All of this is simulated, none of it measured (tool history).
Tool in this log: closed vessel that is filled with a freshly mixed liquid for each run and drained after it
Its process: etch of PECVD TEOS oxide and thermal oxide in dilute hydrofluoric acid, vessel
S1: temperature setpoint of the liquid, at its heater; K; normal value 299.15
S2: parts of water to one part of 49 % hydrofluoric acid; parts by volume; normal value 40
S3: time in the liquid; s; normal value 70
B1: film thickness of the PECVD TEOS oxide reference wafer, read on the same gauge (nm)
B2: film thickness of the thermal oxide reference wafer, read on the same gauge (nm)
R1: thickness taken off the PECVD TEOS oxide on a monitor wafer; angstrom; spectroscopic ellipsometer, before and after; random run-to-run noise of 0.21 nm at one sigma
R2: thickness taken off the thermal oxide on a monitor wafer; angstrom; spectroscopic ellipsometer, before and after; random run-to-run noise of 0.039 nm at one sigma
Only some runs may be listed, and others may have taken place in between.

run 1 day=0 | S1=296.65 S2=40 S3=70 | B1=89.97 B2=130.01 | R1=187.1 R2=85.2
run 2 day=1.929 | S1=296.65 S2=40 S3=70 | B1=90 B2=130.01 | R1=186.9 R2=85.3
run 3 day=3.729 | S1=299.15 S2=40 S3=70 | B1=89.94 B2=129.96 | R1=204.2 R2=94.7
-- day=7.008 hydrofluoric acid flow meter replaced
run 4 day=8.842 | S1=299.15 S2=40 S3=70 | B1=90 B2=130.02 | R1=210 R2=94.5
run 5 day=9.925 | S1=299.15 S2=40 S3=70 | B1=89.99 B2=130.01 | R1=204.6 R2=94.2
-- day=10.242 gauge calibrated
run 6 day=12.108 | S1=299.15 S2=35 S3=70 | B1=89.98 B2=129.97 | R1=236.4 R2=108.3
run 7 day=13.704 | S1=299.15 S2=40 S3=95 | B1=89.99 B2=130 | R1=281.4 R2=127
run 8 day=15.829 | S1=300.65 S2=50 S3=70 | B1=90 B2=129.99 | R1=169.9 R2=78.6
run 9 day=18.383 | S1=299.15 S2=55 S3=40 | B1=90 B2=129.97 | R1=84.9 R2=38
run 10 day=21.108 | S1=294.65 S2=50 S3=85 | B1=90 B2=130 | R1=165.4 R2=73.3
run 11 day=22.908 | S1=299.15 S2=40 S3=70 | B1=90.01 B2=130 | R1=203.4 R2=92.8
run 12 day=25.3 | S1=297.15 S2=60 S3=70 | B1=89.97 B2=129.96 | R1=122.3 R2=54.9
run 13 day=26.675 | S1=301.15 S2=20 S3=50 | B1=89.96 B2=130.01 | R1=325.8 R2=146.7
run 14 day=28.508 | S1=299.15 S2=40 S3=70 | B1=89.98 B2=129.99 | R1=200 R2=92.5
run 15 day=31.133 | S1=299.15 S2=40 S3=70 | B1=90.01 B2=129.97 | R1=204.8 R2=91.4
run 16 day=33.479 | S1=295.15 S2=40 S3=80 | B1=90.01 B2=130 | R1=195.2 R2=88.5
run 17 day=36.412 | S1=299.15 S2=40 S3=55 | B1=90 B2=129.99 | R1=160.4 R2=71.6
run 18 day=38.15 | S1=299.15 S2=25 S3=35 | B1=90.01 B2=130.03 | R1=161.2 R2=74.5
-- day=39.3 thermometer replaced
run 19 day=39.971 | S1=299.15 S2=40 S3=70 | B1=90.01 B2=129.93 | R1=225.9 R2=102.2
run 20 day=41.983 | S1=299.15 S2=40 S3=70 | B1=90.03 B2=130.01 | R1=227.3 R2=101.6
run 21 day=43.75 | S1=299.15 S2=40 S3=70 | B1=90 B2=129.97 | R1=224.3 R2=101
run 22 day=46.362 | S1=299.15 S2=25 S3=70 | B1=89.94 B2=130 | R1=366.5 R2=165.7
run 23 day=48.896 | S1=299.15 S2=40 S3=70 | B1=89.99 B2=129.97 | R1=221.6 R2=100.9
run 24 day=54.346 | S1=296.15 S2=55 S3=55 | B1=90.01 B2=130.01 | R1=108.7 R2=49.6
run 25 day=56.279 | S1=302.15 S2=25 S3=50 | B1=89.99 B2=129.99 | R1=294.3 R2=132.2
run 26 day=58.108 | S1=296.15 S2=40 S3=90 | B1=89.95 B2=130 | R1=249.5 R2=112.9

State the hidden condition of the tool at each of the runs:
hydrofluoric acid flow above the setpoint (%): 0, the same for each run
gauge reads high (%): 0, the same for each run
H1: liquid colder than its thermometer reads (K)
run=1 H1=1.77
run=2 H1=1.82
run=3 H1=1.87
run=4 H1=2.02
run=5 H1=2.05
run=6 H1=2.11
run=7 H1=2.16
run=8 H1=2.22
run=9 H1=2.29
run=10 H1=2.37
run=11 H1=2.42
run=12 H1=2.49
run=13 H1=2.53
run=14 H1=2.58
run=15 H1=2.66
run=16 H1=2.73
run=17 H1=2.81
run=18 H1=2.86
run=19 H1=0.0941
run=20 H1=0.152
run=21 H1=0.202
run=22 H1=0.277
run=23 H1=0.35
run=24 H1=0.506
run=25 H1=0.561
run=26 H1=0.614
